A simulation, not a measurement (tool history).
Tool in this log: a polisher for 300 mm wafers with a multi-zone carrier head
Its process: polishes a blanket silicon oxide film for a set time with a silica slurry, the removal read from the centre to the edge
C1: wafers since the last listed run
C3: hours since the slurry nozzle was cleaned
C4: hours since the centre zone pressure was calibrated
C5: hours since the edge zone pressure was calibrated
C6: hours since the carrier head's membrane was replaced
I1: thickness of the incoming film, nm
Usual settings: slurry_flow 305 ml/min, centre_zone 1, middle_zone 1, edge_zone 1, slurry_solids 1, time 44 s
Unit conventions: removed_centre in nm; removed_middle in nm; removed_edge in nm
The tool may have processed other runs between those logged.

run 1 day=0 | slurry_flow=305 centre_zone=1 middle_zone=1 edge_zone=1 slurry_solids=1 time=44 | C1=0 wafers_polished_on_this_pad=679 C3=346.9 C4=643.3 C5=1053.4 C6=602.9 | I1=1161.4 | removed_centre=79.8 removed_middle=78.3 removed_edge=78.9
run 2 day=0.475 | slurry_flow=305 centre_zone=1 middle_zone=1 edge_zone=1 slurry_solids=1 time=44 | C1=130 wafers_polished_on_this_pad=810 C3=358.3 C4=654.7 C5=1064.8 C6=614.3 | I1=1170.9 | removed_centre=79.5 removed_middle=79.7 removed_edge=80.5
run 3 day=1.021 | slurry_flow=305 centre_zone=1 middle_zone=1 edge_zone=1 slurry_solids=1 time=44 | C1=150 wafers_polished_on_this_pad=960 C3=371.4 C4=667.8 C5=1077.9 C6=627.4 | I1=1136.7 | removed_centre=78.4 removed_middle=78.8 removed_edge=77.5
-- day=1.542 worn pad replaced by a new one
run 4 day=1.562 | slurry_flow=305 centre_zone=1 middle_zone=1 edge_zone=1 slurry_solids=1 time=44 | C1=103 wafers_polished_on_this_pad=6 C3=384.4 C4=680.8 C5=1090.9 C6=640.4 | I1=1166.6 | removed_centre=80.5 removed_middle=80.2 removed_edge=82.1
-- day=2.138 carrier head's membrane replaced by a new one
run 5 day=2.158 | slurry_flow=305 centre_zone=1 middle_zone=1 edge_zone=1 slurry_solids=1 time=44 | C1=106 wafers_polished_on_this_pad=112 C3=398.7 C4=695.1 C5=1105.2 C6=0.5 | I1=1150.5 | removed_centre=79.8 removed_middle=78.5 removed_edge=80.9
run 6 day=2.654 | slurry_flow=305 centre_zone=1 middle_zone=1 edge_zone=1 slurry_solids=1 time=44 | C1=136 wafers_polished_on_this_pad=249 C3=410.6 C4=707 C5=1117.1 C6=12.4 | I1=1156.8 | removed_centre=80.6 removed_middle=79.1 removed_edge=78.8
-- day=2.817 centre zone pressure recalibrated
run 7 day=3.062 | slurry_flow=305 centre_zone=1 middle_zone=1 edge_zone=1 slurry_solids=1 time=44 | C1=89 wafers_polished_on_this_pad=338 C3=420.4 C4=5.9 C5=1126.9 C6=22.2 | I1=1150.8 | removed_centre=79.8 removed_middle=78.1 removed_edge=80
-- day=3.571 edge zone pressure recalibrated
run 8 day=3.592 | slurry_flow=200 centre_zone=1 middle_zone=1 edge_zone=1 slurry_solids=1 time=44 | C1=122 wafers_polished_on_this_pad=461 C3=433.1 C4=18.6 C5=0.5 C6=34.9 | I1=1134.7 | removed_centre=75.5 removed_middle=76.7 removed_edge=77.1
run 9 day=3.942 | slurry_flow=305 centre_zone=1 middle_zone=1 edge_zone=1.1 slurry_solids=0.9 time=44 | C1=96 wafers_polished_on_this_pad=557 C3=441.5 C4=27 C5=8.9 C6=43.3 | I1=1143.4 | removed_centre=74.7 removed_middle=74.7 removed_edge=75.9
run 10 day=4.292 | slurry_flow=305 centre_zone=1 middle_zone=1 edge_zone=1 slurry_solids=1 time=44 | C1=96 wafers_polished_on_this_pad=654 C3=449.9 C4=35.4 C5=17.3 C6=51.7 | I1=1155 | removed_centre=79 removed_middle=79.8 removed_edge=78.7
run 11 day=4.667 | slurry_flow=305 centre_zone=1 middle_zone=1 edge_zone=1 slurry_solids=1.3 time=34 | C1=103 wafers_polished_on_this_pad=757 C3=458.9 C4=44.4 C5=26.3 C6=60.7 | I1=1154.9 | removed_centre=69.2 removed_middle=69.2 removed_edge=69
-- day=5.029 slurry nozzle cleaned
-- day=5.133 worn pad replaced by a new one
run 12 day=5.154 | slurry_flow=305 centre_zone=1 middle_zone=1 edge_zone=1 slurry_solids=1 time=44 | C1=93 wafers_polished_on_this_pad=5 C3=3 C4=56.1 C5=38 C6=72.4 | I1=1172.3 | removed_centre=80.9 removed_middle=80.7 removed_edge=79.7
run 13 day=5.8 | slurry_flow=200 centre_zone=0.93 middle_zone=1 edge_zone=1 slurry_solids=1.2 time=57 | C1=177 wafers_polished_on_this_pad=183 C3=18.5 C4=71.6 C5=53.5 C6=87.9 | I1=1143.3 | removed_centre=98.7 removed_middle=106.7 removed_edge=108.4
run 14 day=6.129 | slurry_flow=305 centre_zone=1.03 middle_zone=1 edge_zone=1 slurry_solids=1 time=49 | C1=90 wafers_polished_on_this_pad=274 C3=26.4 C4=79.5 C5=61.4 C6=95.8 | I1=1167.7 | removed_centre=92.1 removed_middle=89.2 removed_edge=89.3
run 15 day=6.729 | slurry_flow=405 centre_zone=1 middle_zone=1 edge_zone=1 slurry_solids=1 time=44 | C1=165 wafers_polished_on_this_pad=439 C3=40.8 C4=93.9 C5=75.8 C6=110.2 | I1=1151.3 | removed_centre=83.3 removed_middle=80.4 removed_edge=80.1

Below are 3 alternative next runs, each starting from the tool's condition after run 15. Predict each:
run A day=6.746 | slurry_flow=305 centre_zone=1 middle_zone=1 edge_zone=1 slurry_solids=1 time=44 | C1=4 wafers_polished_on_this_pad=443 C3=41.2 C4=94.3 C5=76.2 C6=110.6 | I1=1139.3 | removed_centre=? removed_middle=? removed_edge=?
run B day=6.746 | slurry_flow=305 centre_zone=1.05 middle_zone=1.12 edge_zone=1 slurry_solids=1 time=49 | C1=4 wafers_polished_on_this_pad=443 C3=41.2 C4=94.3 C5=76.2 C6=110.6 | I1=1139.3 | removed_centre=? removed_middle=? removed_edge=?
run C day=6.746 | slurry_flow=385 centre_zone=1.05 middle_zone=1.06 edge_zone=1 slurry_solids=0.7 time=44 | C1=4 wafers_polished_on_this_pad=443 C3=41.2 C4=94.3 C5=76.2 C6=110.6 | I1=1139.3 | removed_centre=? removed_middle=? removed_edge=?

run=A removed_centre=79.8 removed_middle=79.7 removed_edge=79.2
run=B removed_centre=93.4 removed_middle=97.7 removed_edge=88
run=C removed_centre=69.9 removed_middle=69.6 removed_edge=65.5
What these runs would have given with no unlogged condition in the tool:
run=A removed_centre=81 removed_middle=80.9 removed_edge=80.4
run=B removed_centre=94.8 removed_middle=99.2 removed_edge=89.4
run=C removed_centre=71 removed_middle=70.7 removed_edge=66.4

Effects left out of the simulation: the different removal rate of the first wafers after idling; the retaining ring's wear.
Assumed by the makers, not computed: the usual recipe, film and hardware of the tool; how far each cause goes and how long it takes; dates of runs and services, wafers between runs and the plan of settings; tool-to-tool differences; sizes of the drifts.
